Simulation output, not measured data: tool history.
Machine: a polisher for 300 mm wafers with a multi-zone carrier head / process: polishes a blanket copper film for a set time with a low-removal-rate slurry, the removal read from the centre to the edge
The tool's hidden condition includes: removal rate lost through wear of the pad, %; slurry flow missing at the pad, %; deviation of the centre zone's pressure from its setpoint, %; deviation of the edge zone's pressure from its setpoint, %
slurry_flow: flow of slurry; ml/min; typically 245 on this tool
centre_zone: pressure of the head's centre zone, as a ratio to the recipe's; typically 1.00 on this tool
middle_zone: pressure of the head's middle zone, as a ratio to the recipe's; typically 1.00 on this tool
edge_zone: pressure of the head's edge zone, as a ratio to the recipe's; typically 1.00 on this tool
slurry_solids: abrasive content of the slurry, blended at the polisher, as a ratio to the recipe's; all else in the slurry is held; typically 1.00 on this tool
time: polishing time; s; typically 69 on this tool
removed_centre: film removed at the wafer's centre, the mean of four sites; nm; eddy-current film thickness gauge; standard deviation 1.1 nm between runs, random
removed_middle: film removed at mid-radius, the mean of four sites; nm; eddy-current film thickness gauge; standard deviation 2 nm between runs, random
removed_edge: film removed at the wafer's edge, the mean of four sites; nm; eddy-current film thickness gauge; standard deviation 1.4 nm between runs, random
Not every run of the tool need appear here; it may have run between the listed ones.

run   hour  slurry_flow  centre_zone  middle_zone  edge_zone  slurry_solids  time  wafers since the last listed run  wafers polished on this pad  hours since the slurry nozzle was cleaned  hours since the centre zone pressure was calibrated  hours since the edge zone pressure was calibrated  hours since the carrier head's membrane was replaced  incoming thickness of the incoming film, nm  removed_centre  removed_middle  removed_edge
  1    0.0          245         1.00         1.00       1.00           1.10    69                                 0                          530                                      569.3                                                331.6                                              951.4                                                  33.6                                        832.4           146.0           147.5         147.3
       5.5  -- centre zone pressure recalibrated
  2   14.9          245         0.95         1.00       1.00           1.00    69                               221                          752                                      584.2                                                  9.4                                              966.3                                                  48.5                                        832.2           134.4           142.9         143.7
  3   27.6          245         1.00         1.00       1.00           1.00    89                               218                          970                                      596.9                                                 22.1                                              979.0                                                  61.2                                        818.5           181.1           181.8         183.8
  4   38.6          245         1.00         1.00       1.00           1.00    69                               189                         1160                                      607.9                                                 33.1                                              990.0                                                  72.2                                        809.6           140.0           142.5         142.2
  5   47.5          245         1.00         1.00       1.00           1.00    69                               153                         1313                                      616.8                                                 42.0                                              998.9                                                  81.1                                        825.8           138.8           140.7         142.4
      55.1  -- slurry nozzle cleaned
  6   61.7          275         1.00         1.00       1.09           0.80    76                               226                         1540                                        6.6                                                 56.2                                             1013.1                                                  95.3                                        818.4           157.7           161.3         167.0
      80.1  -- worn pad replaced by a new one
  7   80.6          245         1.00         1.00       1.00           1.30    69                               256                            9                                       25.5                                                 75.1                                             1032.0                                                 114.2                                        824.1           164.8           159.6         163.9
  8   88.6          290         1.00         1.00       1.00           1.00    86                               137                          146                                       33.5                                                 83.1                                             1040.0                                                 122.2                                        820.8           195.6           196.1         188.3
  9  105.8          245         1.00         1.08       1.00           1.00    69                               295                          442                                       50.7                                                100.3                                             1057.2                                                 139.4                                        820.2           151.2           160.6         153.0
 10  121.1          245         1.08         0.96       1.00           0.80    69                               263                          705                                       66.0                                                115.6                                             1072.5                                                 154.7                                        813.7           153.1           141.8         143.1
 11  136.6          245         0.96         1.05       1.00           0.80    59                               266                          972                                       81.5                                                131.1                                             1088.0                                                 170.2                                        807.5           117.7           129.6         121.7
     149.3  -- edge zone pressure recalibrated
 12  150.2          245         1.11         1.00       1.09           0.80    69                               199                         1171                                       95.1                                                144.7                                                0.9                                                 183.8                                        805.7           156.2           143.7         151.1
 13  166.8          245         1.00         1.00       1.00           1.00    69                               285                         1457                                      111.7                                                161.3                                               17.5                                                 200.4                                        822.5           152.0           153.9         150.8
 14  175.0          245         1.00         1.00       0.90           1.00    54                               140                         1598                                      119.9                                                169.5                                               25.7                                                 208.6                                        813.3           117.5           119.3         113.9
 15  190.7          245         1.00         1.00       0.96           1.00    69                               269                         1868                                      135.6                                                185.2                                               41.4                                                 224.3                                        816.3           152.5           151.0         149.3
     198.0  -- worn pad replaced by a new one
 16  202.9          245         1.00         1.00       1.00           1.20    69                               140                           84                                      147.8                                                197.4                                               53.6                                                 236.5                                        823.0           161.4           162.7         157.7
 17  212.2          245         1.00         1.00       0.92           1.00    78                               159                          244                                      157.1                                                206.7                                               62.9                                                 245.8                                        833.1           172.2           174.1         162.4
 18  220.0          245         1.00         1.00       1.00           0.85    69                               134                          378                                      164.9                                                214.5                                               70.7                                                 253.6                                        825.0           144.6           145.6         145.8
 19  229.0          245         1.04         1.00       1.00           1.00    60                               154                          533                                      173.9                                                223.5                                               79.7                                                 262.6                                        818.7           139.5           131.2         132.2
 20  246.2          245         0.97         1.00       0.89           0.75    69                               295                          828                                      191.1                                                240.7                                               96.9                                                 279.8                                        826.0           134.0           140.1         129.3
 21  256.4          245         1.00         1.03       1.00           1.30    69                               175                         1004                                      201.3                                                250.9                                              107.1                                                 290.0                                        821.6           162.1           171.1         162.2

Each row is a separate what-if for the run after 21, all from the same tool condition, not one after another. Results?
  A  256.8          245         1.00         1.00       1.00           1.00    69                                 6                         1011                                      201.7                                                251.3                                              107.5                                                 290.4                                        825.2               ?               ?             ?
  B  256.8          280         1.07         1.06       1.00           1.25    69                                 6                         1011                                      201.7                                                251.3                                              107.5                                                 290.4                                        825.2               ?               ?             ?
  C  256.8          275         1.00         1.00       1.06           0.75    89                                 6                         1011                                      201.7                                                251.3                                              107.5                                                 290.4                                        825.2               ?               ?             ?
  D  256.8          190         1.00         1.00       1.00           1.00    80                                 6                         1011                                      201.7                                                251.3                                              107.5                                                 290.4                                        825.2               ?               ?             ?
  E  256.8          175         0.94         0.92       1.00           0.75    69                                 6                         1011                                      201.7                                                251.3                                              107.5                                                 290.4                                        825.2               ?               ?             ?

run  removed_centre  removed_middle  removed_edge
  A           151.1           154.4         152.1
  B           175.1           173.7         163.7
  C           181.2           184.9         186.8
  D           169.1           173.5         172.3
  E           124.0           128.2         135.2
Without the tool's unlogged condition, the same runs would have read:
run  removed_centre  removed_middle  removed_edge
  A           152.0           155.2         152.7
  B           176.1           174.5         164.3
  C           182.1           185.8         187.5
  D           170.4           174.6         173.1
  E           125.0           129.1         135.9

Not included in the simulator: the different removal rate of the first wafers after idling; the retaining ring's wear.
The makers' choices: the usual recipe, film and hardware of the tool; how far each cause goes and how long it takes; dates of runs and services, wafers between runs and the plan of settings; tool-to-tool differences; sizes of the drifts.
